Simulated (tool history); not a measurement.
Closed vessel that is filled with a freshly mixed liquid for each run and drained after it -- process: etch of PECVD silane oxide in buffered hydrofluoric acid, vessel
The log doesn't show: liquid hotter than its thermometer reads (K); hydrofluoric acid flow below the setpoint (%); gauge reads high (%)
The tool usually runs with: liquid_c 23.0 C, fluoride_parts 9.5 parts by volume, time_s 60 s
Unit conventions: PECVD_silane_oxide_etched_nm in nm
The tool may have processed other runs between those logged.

run	day	liquid_c	fluoride_parts	time_s	wafers since the last listed run	hours since the thermometer was replaced	hours since the hydrofluoric acid flow meter was replaced	hours since the gauge calibration	read-back film thickness of the PECVD silane oxide reference wafer, read on the same gauge (nm)	PECVD_silane_oxide_etched_nm
1	0.000	23.0	9.5	30	0	1563.7	1340.6	104.8	109.98	74.29
2	0.500	23.0	9.5	85	1551	1575.7	1352.6	116.8	109.99	209.14
3	0.817	23.0	9.5	60	982	1583.3	1360.2	124.4	110.02	148.21
4	1.217	23.0	7.5	60	1241	1592.9	1369.8	134.0	110.00	186.30
5	1.858	23.0	10.5	60	1991	1608.3	1385.2	149.4	109.99	137.14
6	2.454	23.0	10.5	60	1849	1622.6	1399.5	163.7	109.99	136.94
7	3.004	23.0	9.5	60	1707	1635.8	1412.7	176.9	110.00	148.52
8	3.379	23.0	9.5	60	1163	1644.8	1421.7	185.9	109.99	149.56
9	3.967	23.0	9.5	60	1823	1658.9	1435.8	200.0	109.99	149.05
# day 4.250: thermometer replaced
10	4.650	23.0	8.5	60	1991	9.6	1452.2	216.4	109.98	142.44
11	4.983	23.0	9.5	60	1034	17.6	1460.2	224.4	110.01	130.01
12	5.258	18.5	7.0	40	853	24.2	1466.8	231.0	110.01	92.57
13	5.738	23.0	9.5	60	1487	35.7	1478.3	242.5	110.01	130.07
# day 6.250: hydrofluoric acid flow meter replaced
14	6.354	19.0	13.5	60	1784	50.5	2.5	257.3	110.00	74.90
15	6.729	21.0	13.5	45	1163	59.5	11.5	266.3	110.00	62.91
# day 6.962: gauge calibrated
16	7.962	25.5	6.0	40	3828	89.1	41.1	24.0	110.00	154.42
17	8.617	23.0	6.5	60	2030	104.8	56.8	39.7	109.99	188.57
18	8.933	26.5	12.5	80	982	112.4	64.4	47.3	109.99	165.74
19	9.621	23.0	9.5	90	2133	128.9	80.9	63.8	110.00	196.59
20	9.900	23.0	12.5	75	866	135.6	87.6	70.5	109.99	127.05
21	10.162	23.0	9.5	60	814	141.9	93.9	76.8	110.00	131.26
22	10.754	21.0	12.0	90	1836	156.1	108.1	91.0	110.00	142.95

Hidden condition of the tool, last listed run before each entry between runs versus first listed run after:
From run 9 to run 10: thermometer replaced (day 4.250)
  liquid hotter than its thermometer reads (K): 2.94 -> 0.315
  measured value less the no-hidden-state value, PECVD_silane_oxide_etched_nm: +22.01 -> +2.39 nm
From run 13 to run 14: hydrofluoric acid flow meter replaced (day 6.250)
  liquid hotter than its thermometer reads (K): 0.359 -> 0.385
  measured value less the no-hidden-state value, PECVD_silane_oxide_etched_nm: +2.54 -> +1.59 nm
From run 15 to run 16: gauge calibrated (day 6.962)
  liquid hotter than its thermometer reads (K): 0.4 -> 0.451
  measured value less the no-hidden-state value, PECVD_silane_oxide_etched_nm: +1.38 -> +3.70 nm
